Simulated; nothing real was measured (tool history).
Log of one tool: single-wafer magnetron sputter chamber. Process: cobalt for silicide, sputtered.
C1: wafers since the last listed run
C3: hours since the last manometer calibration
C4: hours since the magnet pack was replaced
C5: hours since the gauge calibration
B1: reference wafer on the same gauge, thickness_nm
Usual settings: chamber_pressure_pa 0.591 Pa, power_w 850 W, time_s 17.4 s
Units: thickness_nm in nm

{"run": 1, "hour": 0.0, "chamber_pressure_pa": 0.591, "power_w": 850, "time_s": 17.4, "C1": 0, "wafers on the sputter target": 2581, "C3": 920.6, "C4": 5479.9, "C5": 43.5, "B1": 7.774, "thickness_nm": 6.258}
{"run": 2, "hour": 15.5, "chamber_pressure_pa": 0.591, "power_w": 850, "time_s": 17.4, "C1": 291, "wafers on the sputter target": 2872, "C3": 936.1, "C4": 5495.4, "C5": 59, "B1": 7.77, "thickness_nm": 6.254}
{"run": 3, "hour": 33.1, "chamber_pressure_pa": 0.591, "power_w": 850, "time_s": 17.4, "C1": 330, "wafers on the sputter target": 3203, "C3": 953.7, "C4": 5513, "C5": 76.6, "B1": 7.77, "thickness_nm": 6.255}
{"run": 4, "hour": 43.7, "chamber_pressure_pa": 0.591, "power_w": 850, "time_s": 17.4, "C1": 199, "wafers on the sputter target": 3402, "C3": 964.3, "C4": 5523.6, "C5": 87.2, "B1": 7.77, "thickness_nm": 6.252}
{"run": 5, "hour": 64.1, "chamber_pressure_pa": 0.591, "power_w": 850, "time_s": 17.4, "C1": 383, "wafers on the sputter target": 3785, "C3": 984.7, "C4": 5544, "C5": 107.6, "B1": 7.771, "thickness_nm": 6.235}
{"run": 6, "hour": 71.2, "chamber_pressure_pa": 0.487, "power_w": 750, "time_s": 17.4, "C1": 133, "wafers on the sputter target": 3918, "C3": 991.8, "C4": 5551.1, "C5": 114.7, "B1": 7.771, "thickness_nm": 5.972}
{"run": 7, "hour": 78.3, "chamber_pressure_pa": 0.487, "power_w": 750, "time_s": 17.4, "C1": 133, "wafers on the sputter target": 4052, "C3": 998.9, "C4": 5558.2, "C5": 121.8, "B1": 7.768, "thickness_nm": 5.974}
{"hour": 103.3, "done": "gauge calibrated"}
{"run": 8, "hour": 116.8, "chamber_pressure_pa": 0.487, "power_w": 750, "time_s": 17.4, "C1": 723, "wafers on the sputter target": 4775, "C3": 1037.4, "C4": 5596.7, "C5": 13.5, "B1": 7.77, "thickness_nm": 5.952}
{"run": 9, "hour": 126.9, "chamber_pressure_pa": 0.591, "power_w": 850, "time_s": 17.4, "C1": 189, "wafers on the sputter target": 4964, "C3": 1047.5, "C4": 5606.8, "C5": 23.6, "B1": 7.77, "thickness_nm": 6.217}
{"run": 10, "hour": 142.9, "chamber_pressure_pa": 0.591, "power_w": 850, "time_s": 19.5, "C1": 300, "wafers on the sputter target": 5265, "C3": 1063.5, "C4": 5622.8, "C5": 39.6, "B1": 7.771, "thickness_nm": 6.951}
{"run": 11, "hour": 154.4, "chamber_pressure_pa": 0.591, "power_w": 850, "time_s": 17.4, "C1": 216, "wafers on the sputter target": 5481, "C3": 1075, "C4": 5634.3, "C5": 51.1, "B1": 7.77, "thickness_nm": 6.19}
{"run": 12, "hour": 171.8, "chamber_pressure_pa": 0.591, "power_w": 850, "time_s": 17.4, "C1": 326, "wafers on the sputter target": 5808, "C3": 1092.4, "C4": 5651.7, "C5": 68.5, "B1": 7.769, "thickness_nm": 6.196}
{"hour": 184.2, "done": "magnet pack replaced"}
{"hour": 197.3, "done": "capacitance manometer re-zeroed and calibrated"}
{"run": 13, "hour": 197.8, "chamber_pressure_pa": 0.591, "power_w": 650, "time_s": 17.4, "C1": 187, "wafers on the sputter target": 5996, "C3": 0.5, "C4": 13.6, "C5": 94.5, "B1": 7.769, "thickness_nm": 5.501}
{"hour": 218.8, "done": "sputter target and shields replaced"}
{"run": 14, "hour": 219.3, "chamber_pressure_pa": 0.656, "power_w": 1050, "time_s": 18.5, "C1": 253, "wafers on the sputter target": 8, "C3": 22, "C4": 35.1, "C5": 116, "B1": 7.771, "thickness_nm": 7.723}

Run 15 comes next. What will it give?
{"run": 15, "hour": 228.8, "chamber_pressure_pa": 0.591, "power_w": 850, "time_s": 20, "C1": 178, "wafers on the sputter target": 187, "C3": 31.5, "C4": 44.6, "C5": 125.5, "B1": "?", "thickness_nm": "?"}

B1: 7.771
thickness_nm: 7.434 nm
Without the tool's hidden state the same run would have given thickness_nm 7.482 nm.
